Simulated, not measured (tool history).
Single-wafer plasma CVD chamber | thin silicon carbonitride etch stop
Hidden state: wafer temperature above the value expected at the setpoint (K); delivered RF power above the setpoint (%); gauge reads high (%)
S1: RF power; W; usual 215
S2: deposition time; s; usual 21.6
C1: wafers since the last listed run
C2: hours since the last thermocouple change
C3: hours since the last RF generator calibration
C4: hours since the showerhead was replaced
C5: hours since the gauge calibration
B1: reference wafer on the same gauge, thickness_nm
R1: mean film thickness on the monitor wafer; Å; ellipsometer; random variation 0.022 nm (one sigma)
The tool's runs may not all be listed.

| run | day | S1 | S2 | C1 | C2 | C3 | C4 | C5 | B1 | R1 |
|---|---|---|---|---|---|---|---|---|---|---|
| 1 | 0.000 | 215 | 19.0 | 0 | 1013.2 | 1496.4 | 6332.6 | 1006.1 | 12.297 | 111.45 |
| 2 | 1.088 | 215 | 19.0 | 851 | 1039.3 | 1522.5 | 6358.7 | 1032.2 | 12.300 | 111.40 |
| 3 | 1.871 | 215 | 21.6 | 613 | 1058.1 | 1541.3 | 6377.5 | 1051.0 | 12.302 | 126.67 |
| 4 | 3.183 | 215 | 21.6 | 1028 | 1089.6 | 1572.8 | 6409.0 | 1082.5 | 12.302 | 126.58 |
|  | 3.542 | thermocouple changed; heater temperature recalibrated |
| 5 | 4.171 | 215 | 21.6 | 512 | 15.1 | 1596.5 | 6432.7 | 1106.2 | 12.299 | 126.54 |
| 6 | 5.408 | 215 | 21.6 | 969 | 44.8 | 1626.2 | 6462.4 | 1135.9 | 12.297 | 126.71 |
| 7 | 6.683 | 215 | 21.6 | 998 | 75.4 | 1656.8 | 6493.0 | 1166.5 | 12.300 | 126.67 |
| 8 | 7.512 | 215 | 21.6 | 649 | 95.3 | 1676.7 | 6512.9 | 1186.4 | 12.298 | 126.15 |
| 9 | 8.538 | 215 | 21.6 | 803 | 119.9 | 1701.3 | 6537.5 | 1211.0 | 12.298 | 126.33 |
| 10 | 9.058 | 215 | 21.6 | 408 | 132.4 | 1713.8 | 6550.0 | 1223.5 | 12.300 | 126.58 |
| 11 | 10.112 | 215 | 21.6 | 825 | 157.7 | 1739.1 | 6575.3 | 1248.8 | 12.300 | 126.58 |
| 12 | 10.900 | 215 | 21.6 | 616 | 176.6 | 1758.0 | 6594.2 | 1267.7 | 12.305 | 126.10 |
|  | 11.333 | gauge calibrated |
| 13 | 12.200 | 195 | 21.6 | 1018 | 207.8 | 1789.2 | 6625.4 | 20.8 | 12.298 | 124.25 |
| 14 | 13.362 | 215 | 21.6 | 910 | 235.7 | 1817.1 | 6653.3 | 48.7 | 12.299 | 126.03 |
|  | 14.321 | showerhead replaced, of another model than before |
| 15 | 17.375 | 255 | 17.7 | 2882 | 332.0 | 1913.4 | 73.3 | 145.0 | 12.299 | 106.05 |
| 16 | 18.371 | 215 | 21.6 | 780 | 355.9 | 1937.3 | 97.2 | 168.9 | 12.300 | 127.04 |
| 17 | 19.646 | 240 | 18.5 | 998 | 386.5 | 1967.9 | 127.8 | 199.5 | 12.295 | 110.19 |
| 18 | 20.567 | 215 | 21.6 | 721 | 408.6 | 1990.0 | 149.9 | 221.6 | 12.300 | 127.16 |
|  | 21.842 | RF generator calibrated |
| 19 | 21.921 | 195 | 24.8 | 799 | 441.1 | 1.9 | 182.4 | 254.1 | 12.296 | 145.56 |
| 20 | 22.996 | 215 | 21.6 | 842 | 466.9 | 27.7 | 208.2 | 279.9 | 12.298 | 128.40 |
| 21 | 24.454 | 230 | 25.3 | 1142 | 501.9 | 62.7 | 243.2 | 314.9 | 12.303 | 150.58 |
| 22 | 24.958 | 175 | 17.6 | 394 | 514.0 | 74.8 | 255.3 | 327.0 | 12.295 | 102.19 |
| 23 | 25.925 | 215 | 21.6 | 757 | 537.2 | 98.0 | 278.5 | 350.2 | 12.300 | 128.48 |
| 24 | 26.754 | 225 | 25.1 | 649 | 557.1 | 117.9 | 298.4 | 370.1 | 12.300 | 149.46 |
| 25 | 28.196 | 215 | 21.6 | 1129 | 591.7 | 152.5 | 333.0 | 404.7 | 12.298 | 128.37 |
| 26 | 29.546 | 215 | 18.4 | 1057 | 624.1 | 184.9 | 365.4 | 437.1 | 12.301 | 109.08 |
| 27 | 30.258 | 230 | 21.6 | 558 | 641.2 | 202.0 | 382.5 | 454.2 | 12.301 | 129.35 |
| 28 | 31.367 | 195 | 23.4 | 868 | 667.8 | 228.6 | 409.1 | 480.8 | 12.301 | 137.36 |
| 29 | 32.183 | 215 | 21.6 | 639 | 687.4 | 248.2 | 428.7 | 500.4 | 12.299 | 127.98 |
| 30 | 33.375 | 240 | 17.4 | 933 | 716.0 | 276.8 | 457.3 | 529.0 | 12.301 | 104.70 |
| 31 | 34.667 | 180 | 23.2 | 1011 | 747.0 | 307.8 | 488.3 | 560.0 | 12.301 | 135.17 |
| 32 | 36.021 | 215 | 21.6 | 1060 | 779.5 | 340.3 | 520.8 | 592.5 | 12.298 | 127.95 |
| 33 | 37.258 | 185 | 19.9 | 969 | 809.2 | 370.0 | 550.5 | 622.2 | 12.295 | 116.23 |
| 34 | 38.150 | 250 | 25.8 | 698 | 830.6 | 391.4 | 571.9 | 643.6 | 12.301 | 155.08 |

The tool's hidden state at each run:
wafer temperature above the value expected at the setpoint (K): 0 in every run
gauge reads high (%): 0 in every run
H1: delivered RF power above the setpoint (%)
| run | H1 |
|---|---|
| 1 | -5.96 |
| 2 | -6.05 |
| 3 | -6.12 |
| 4 | -6.23 |
| 5 | -6.31 |
| 6 | -6.41 |
| 7 | -6.52 |
| 8 | -6.59 |
| 9 | -6.67 |
| 10 | -6.71 |
| 11 | -6.8 |
| 12 | -6.87 |
| 13 | -6.97 |
| 14 | -7.07 |
| 15 | -7.4 |
| 16 | -7.48 |
| 17 | -7.59 |
| 18 | -7.67 |
| 19 | -0.377 |
| 20 | -0.466 |
| 21 | -0.587 |
| 22 | -0.628 |
| 23 | -0.708 |
| 24 | -0.777 |
| 25 | -0.896 |
| 26 | -1.01 |
| 27 | -1.07 |
| 28 | -1.16 |
| 29 | -1.23 |
| 30 | -1.32 |
| 31 | -1.43 |
| 32 | -1.54 |
| 33 | -1.65 |
| 34 | -1.72 |
